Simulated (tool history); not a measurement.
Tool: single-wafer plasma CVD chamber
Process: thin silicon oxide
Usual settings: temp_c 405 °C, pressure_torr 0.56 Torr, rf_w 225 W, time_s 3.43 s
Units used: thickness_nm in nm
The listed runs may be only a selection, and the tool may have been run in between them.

run	hour	temp_c	pressure_torr	rf_w	time_s	read-back reference wafer on the same gauge, thickness_nm	thickness_nm
1	0	405	0.56	205	3.43	4.507	3.549
2	15.3	405	0.56	205	3.43	4.511	3.541
3	48.4	405	0.56	205	3.43	4.509	3.535
4	77.6	411	0.505	225	3.43	4.508	3.414
5	98.1	405	0.655	235	3.43	4.507	4.571
6	119.2	405	0.655	235	3.43	4.508	4.585
# hour 156.2: gauge calibrated
# hour 160.8: capacitance manometer re-zeroed and calibrated
# hour 168.3: RF generator calibrated
7	168.8	405	0.655	235	3.43	4.507	4.815
8	172.9	405	0.56	225	3.43	4.509	4.034
9	201.8	398	0.56	225	3.43	4.509	3.991
10	222.5	410	0.56	225	3.43	4.512	3.951
11	248.2	405	0.56	225	3.43	4.515	3.982
# hour 261.1: showerhead replaced
12	271.7	405	0.56	225	3.43	4.51	3.953
# hour 283.2: thermocouple changed; heater temperature recalibrated
13	374.4	420	0.694	225	3.02	4.512	4.231
14	390.6	394	0.63	270	4	4.509	5.867
# hour 395: gauge calibrated
15	414.5	405	0.56	225	3.43	4.508	3.926
16	445.7	393	0.429	225	3.17	4.509	2.781
17	473.3	405	0.443	240	3.84	4.511	3.649

Here are 4 independent what-if runs from the current tool condition. What would each one return?
A	473.7	405	0.49	225	3.43	?	?
B	473.7	410	0.651	240	3.43	?	?
C	473.7	410	0.56	225	2.75	?	?
D	473.7	419	0.56	205	3.43	?	?

run	read-back reference wafer on the same gauge, thickness_nm	thickness_nm
A	4.511	3.42
B	4.511	4.727
C	4.511	3.122
D	4.511	3.599
The same runs, with their run-to-run variation unchanged, on a tool lacking any hidden condition would have given:
run	thickness_nm
A	3.579
B	4.941
C	3.268
D	3.775
